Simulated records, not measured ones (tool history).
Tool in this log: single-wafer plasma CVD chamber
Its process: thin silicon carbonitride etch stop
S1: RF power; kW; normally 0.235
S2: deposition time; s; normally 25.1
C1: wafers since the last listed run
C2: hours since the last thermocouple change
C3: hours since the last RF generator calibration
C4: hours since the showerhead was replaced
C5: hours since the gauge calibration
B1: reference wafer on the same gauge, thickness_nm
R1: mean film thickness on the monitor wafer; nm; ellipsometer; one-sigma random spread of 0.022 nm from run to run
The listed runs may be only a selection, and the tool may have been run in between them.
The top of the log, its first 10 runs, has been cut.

| run | day | S1 | S2 | C1 | C2 | C3 | C4 | C5 | B1 | R1 |
|---|---|---|---|---|---|---|---|---|---|---|
|  | 13.658 | gauge calibrated |
| 11 | 14.046 | 0.25 | 25.1 | 530 | 2106.1 | 1822.6 | 2772 | 9.3 | 16.604 | 14.331 |
|  | 14.871 | showerhead replaced |
| 12 | 14.892 | 0.235 | 25.1 | 240 | 2126.4 | 1842.9 | 0.5 | 29.6 | 16.594 | 14.066 |
| 13 | 16.238 | 0.235 | 25.1 | 630 | 2158.7 | 1875.2 | 32.8 | 61.9 | 16.6 | 14.057 |
| 14 | 17.304 | 0.235 | 25.1 | 499 | 2184.3 | 1900.8 | 58.4 | 87.5 | 16.601 | 14.05 |
| 15 | 18.746 | 0.235 | 25.1 | 675 | 2218.9 | 1935.4 | 93 | 122.1 | 16.605 | 14.044 |
| 16 | 20.017 | 0.235 | 25.1 | 595 | 2249.4 | 1965.9 | 123.5 | 152.6 | 16.608 | 14.041 |
| 17 | 21.188 | 0.235 | 28.6 | 548 | 2277.5 | 1994 | 151.6 | 180.7 | 16.597 | 15.978 |
| 18 | 22.067 | 0.235 | 25.1 | 411 | 2298.6 | 2015.1 | 172.7 | 201.8 | 16.601 | 14.012 |
| 19 | 22.929 | 0.275 | 22.5 | 404 | 2319.3 | 2035.8 | 193.4 | 222.5 | 16.596 | 13.139 |
| 20 | 23.988 | 0.235 | 25.1 | 495 | 2344.7 | 2061.2 | 218.8 | 247.9 | 16.593 | 13.982 |
|  | 24.821 | thermocouple changed; heater temperature recalibrated |
| 21 | 24.842 | 0.235 | 25.1 | 244 | 0.5 | 2081.7 | 239.3 | 268.4 | 16.593 | 14.005 |
| 22 | 25.988 | 0.25 | 23.8 | 536 | 28 | 2109.2 | 266.8 | 295.9 | 16.601 | 13.521 |
| 23 | 26.942 | 0.28 | 25.1 | 447 | 50.9 | 2132.1 | 289.7 | 318.8 | 16.606 | 14.76 |
|  | 28.012 | RF generator calibrated |
| 24 | 28.033 | 0.235 | 21 | 355 | 77.1 | 0.5 | 315.9 | 345 | 16.6 | 12.054 |
| 25 | 29.05 | 0.2 | 29.5 | 476 | 101.5 | 24.9 | 340.3 | 369.4 | 16.6 | 16.059 |
| 26 | 29.583 | 0.235 | 25.1 | 249 | 114.3 | 37.7 | 353.1 | 382.2 | 16.598 | 14.343 |
| 27 | 30.154 | 0.255 | 22.4 | 267 | 128 | 51.4 | 366.8 | 395.9 | 16.602 | 13.175 |
| 28 | 31.383 | 0.195 | 29.9 | 575 | 157.5 | 80.9 | 396.3 | 425.4 | 16.595 | 16.164 |
| 29 | 32.342 | 0.26 | 20.9 | 448 | 180.5 | 103.9 | 419.3 | 448.4 | 16.597 | 12.351 |
| 30 | 33.433 | 0.235 | 28.6 | 511 | 206.7 | 130.1 | 445.5 | 474.6 | 16.6 | 16.386 |
| 31 | 34.288 | 0.2 | 28.4 | 400 | 227.2 | 150.6 | 466 | 495.1 | 16.604 | 15.457 |
| 32 | 35.046 | 0.22 | 22.7 | 355 | 245.4 | 168.8 | 484.2 | 513.3 | 16.601 | 12.72 |

4 ways to go on from here, each from the tool as it stands after run 32. What would each give?
| A | 35.062 | 0.235 | 25.1 | 7 | 245.8 | 169.2 | 484.6 | 513.7 | ? | ? |
| B | 35.062 | 0.27 | 22.4 | 7 | 245.8 | 169.2 | 484.6 | 513.7 | ? | ? |
| C | 35.062 | 0.22 | 20.1 | 7 | 245.8 | 169.2 | 484.6 | 513.7 | ? | ? |
| D | 35.062 | 0.25 | 21.5 | 7 | 245.8 | 169.2 | 484.6 | 513.7 | ? | ? |

| run | B1 | R1 |
|---|---|---|
| A | 16.608 | 14.354 |
| B | 16.608 | 13.36 |
| C | 16.608 | 11.267 |
| D | 16.608 | 12.528 |
Take away the tool's hidden state, keep each run's random variation, and the runs would have read:
| run | R1 |
|---|---|
| A | 14.401 |
| B | 13.404 |
| C | 11.304 |
| D | 12.569 |
